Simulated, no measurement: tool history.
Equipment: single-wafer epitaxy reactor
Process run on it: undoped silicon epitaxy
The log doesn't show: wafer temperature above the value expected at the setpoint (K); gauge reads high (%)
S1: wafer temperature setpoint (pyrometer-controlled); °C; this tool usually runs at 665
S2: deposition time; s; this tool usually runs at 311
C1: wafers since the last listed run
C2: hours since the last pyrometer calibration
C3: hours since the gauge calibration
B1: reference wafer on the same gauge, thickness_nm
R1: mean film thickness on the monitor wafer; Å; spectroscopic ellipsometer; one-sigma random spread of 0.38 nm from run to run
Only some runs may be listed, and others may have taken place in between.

| run | day | S1 | S2 | C1 | C2 | C3 | B1 | R1 |
|---|---|---|---|---|---|---|---|---|
| 1 | 0.000 | 665 | 311 | 0 | 708.0 | 192.8 | 80.773 | 821.71 |
| 2 | 0.317 | 655 | 311 | 60 | 715.6 | 200.4 | 80.876 | 645.71 |
| 3 | 0.725 | 655 | 311 | 77 | 725.4 | 210.2 | 80.971 | 650.09 |
| 4 | 1.250 | 665 | 311 | 99 | 738.0 | 222.8 | 80.982 | 813.85 |
| 5 | 1.746 | 665 | 311 | 93 | 749.9 | 234.7 | 80.878 | 817.78 |
| 6 | 2.500 | 665 | 311 | 142 | 768.0 | 252.8 | 80.895 | 822.48 |
| 7 | 3.075 | 665 | 311 | 109 | 781.8 | 266.6 | 80.806 | 833.51 |
|  | 3.658 | gauge calibrated |
| 8 | 3.708 | 665 | 311 | 120 | 797.0 | 1.2 | 80.811 | 831.36 |
| 9 | 4.258 | 665 | 311 | 104 | 810.2 | 14.4 | 80.920 | 823.12 |
| 10 | 4.533 | 665 | 311 | 52 | 816.8 | 21.0 | 80.798 | 823.42 |
| 11 | 5.158 | 665 | 311 | 118 | 831.8 | 36.0 | 80.915 | 833.16 |
| 12 | 5.883 | 665 | 311 | 137 | 849.2 | 53.4 | 80.915 | 818.70 |
| 13 | 6.242 | 665 | 370 | 67 | 857.8 | 62.0 | 80.904 | 985.35 |
|  | 6.850 | pyrometer calibrated |
| 14 | 6.871 | 661 | 275 | 56 | 0.5 | 77.1 | 80.853 | 567.78 |
| 15 | 7.408 | 677 | 270 | 101 | 13.4 | 90.0 | 80.902 | 816.86 |
| 16 | 7.850 | 678 | 311 | 83 | 24.0 | 100.6 | 80.816 | 967.28 |
| 17 | 8.104 | 659 | 359 | 48 | 30.1 | 106.7 | 80.960 | 711.03 |
| 18 | 8.750 | 674 | 363 | 122 | 45.6 | 122.2 | 80.870 | 1036.24 |
| 19 | 9.083 | 680 | 311 | 63 | 53.6 | 130.2 | 80.844 | 1033.74 |
| 20 | 9.696 | 652 | 350 | 116 | 68.3 | 144.9 | 80.896 | 596.04 |
| 21 | 10.446 | 653 | 369 | 142 | 86.3 | 162.9 | 80.978 | 643.53 |
| 22 | 10.788 | 665 | 335 | 64 | 94.5 | 171.1 | 80.786 | 785.59 |
| 23 | 11.050 | 655 | 350 | 49 | 100.8 | 177.4 | 80.868 | 645.25 |
| 24 | 11.342 | 665 | 311 | 55 | 107.8 | 184.4 | 80.851 | 735.23 |
| 25 | 11.962 | 652 | 350 | 117 | 122.7 | 199.3 | 80.987 | 604.53 |

Each row is a separate what-if for the run after 25, all from the same tool condition, not one after another. Results?
| A | 11.983 | 665 | 362 | 3 | 123.2 | 199.8 | ? | ? |
| B | 11.983 | 660 | 342 | 3 | 123.2 | 199.8 | ? | ? |
| C | 11.983 | 654 | 284 | 3 | 123.2 | 199.8 | ? | ? |
| D | 11.983 | 679 | 311 | 3 | 123.2 | 199.8 | ? | ? |

| run | B1 | R1 |
|---|---|---|
| A | 80.810 | 858.29 |
| B | 80.810 | 718.79 |
| C | 80.810 | 515.50 |
| D | 80.810 | 1025.49 |
Stripped of hidden state, with their random variation kept, the same runs would have yielded:
| run | R1 |
|---|---|
| A | 826.92 |
| B | 692.21 |
| C | 496.16 |
| D | 989.23 |
